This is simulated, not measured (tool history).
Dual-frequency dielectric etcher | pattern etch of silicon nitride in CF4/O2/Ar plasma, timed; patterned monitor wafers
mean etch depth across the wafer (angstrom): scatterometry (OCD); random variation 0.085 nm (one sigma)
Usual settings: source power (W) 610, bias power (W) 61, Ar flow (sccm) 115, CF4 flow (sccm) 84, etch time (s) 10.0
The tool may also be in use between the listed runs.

| run | hour | source power (W) | bias power (W) | Ar flow (sccm) | CF4 flow (sccm) | etch time (s) | read-back reference wafer on the same gauge, depth_nm | mean etch depth across the wafer (angstrom) |
|---|---|---|---|---|---|---|---|---|
| 1 | 0.0 | 470 | 49 | 135 | 84 | 12.0 | 27.43 | 163.3 |
| 2 | 16.6 | 610 | 64 | 115 | 84 | 12.0 | 27.39 | 285.0 |
| 3 | 34.9 | 610 | 61 | 115 | 84 | 10.0 | 27.39 | 233.1 |
| 4 | 51.3 | 610 | 61 | 124 | 67 | 12.0 | 27.41 | 267.6 |
| 5 | 75.5 | 660 | 48 | 115 | 84 | 11.0 | 27.41 | 244.0 |
| 6 | 90.9 | 570 | 49 | 115 | 74 | 11.5 | 27.42 | 208.0 |
| 7 | 112.6 | 610 | 72 | 115 | 84 | 10.0 | 27.39 | 251.1 |
| 8 | 130.3 | 610 | 61 | 115 | 84 | 10.0 | 27.40 | 227.2 |
| 9 | 151.9 | 610 | 61 | 98 | 94 | 10.0 | 27.41 | 234.3 |
| 10 | 177.8 | 610 | 61 | 88 | 84 | 10.0 | 27.41 | 233.1 |
| 11 | 190.7 | 610 | 61 | 115 | 84 | 9.0 | 27.42 | 205.1 |
| 12 | 282.8 | 610 | 61 | 115 | 101 | 11.5 | 27.40 | 275.3 |
| 13 | 312.3 | 610 | 61 | 115 | 84 | 10.0 | 27.36 | 235.1 |
| 14 | 342.6 | 610 | 56 | 115 | 84 | 10.0 | 27.41 | 222.1 |
| 15 | 370.4 | 520 | 61 | 115 | 84 | 10.0 | 27.40 | 187.4 |
| 16 | 385.3 | 690 | 61 | 115 | 65 | 10.0 | 27.39 | 267.2 |
| 17 | 401.0 | 610 | 61 | 115 | 101 | 10.0 | 27.37 | 237.1 |
| 18 | 430.0 | 610 | 52 | 115 | 84 | 10.0 | 27.37 | 211.5 |
| 19 | 459.9 | 540 | 61 | 98 | 71 | 10.0 | 27.40 | 195.3 |
| 20 | 476.7 | 610 | 65 | 115 | 84 | 8.0 | 27.40 | 191.9 |

Taken out of this log: 3 entries between the listed runs. Where each belongs, and how the hidden state differs across it:
Between runs 3 and 4: Ar flow controller replaced (hour 43.5)
  etch rate over this chamber's usual, %: -2.43 -> -2.6
  measured less the result without the state, mean etch depth across the wafer (angstrom): -5.9 -> -7.1
Between runs 5 and 6: source power generator calibrated (hour 90.4)
  etch rate over this chamber's usual, %: -2.85 -> -3.01
  measured less the result without the state, mean etch depth across the wafer (angstrom): -7.1 -> -6.5
Between runs 11 and 12: wet clean of the chamber (hour 260.5)
  etch rate over this chamber's usual, %: -4.05 -> -0.331
  measured less the result without the state, mean etch depth across the wafer (angstrom): -8.6 -> -0.9

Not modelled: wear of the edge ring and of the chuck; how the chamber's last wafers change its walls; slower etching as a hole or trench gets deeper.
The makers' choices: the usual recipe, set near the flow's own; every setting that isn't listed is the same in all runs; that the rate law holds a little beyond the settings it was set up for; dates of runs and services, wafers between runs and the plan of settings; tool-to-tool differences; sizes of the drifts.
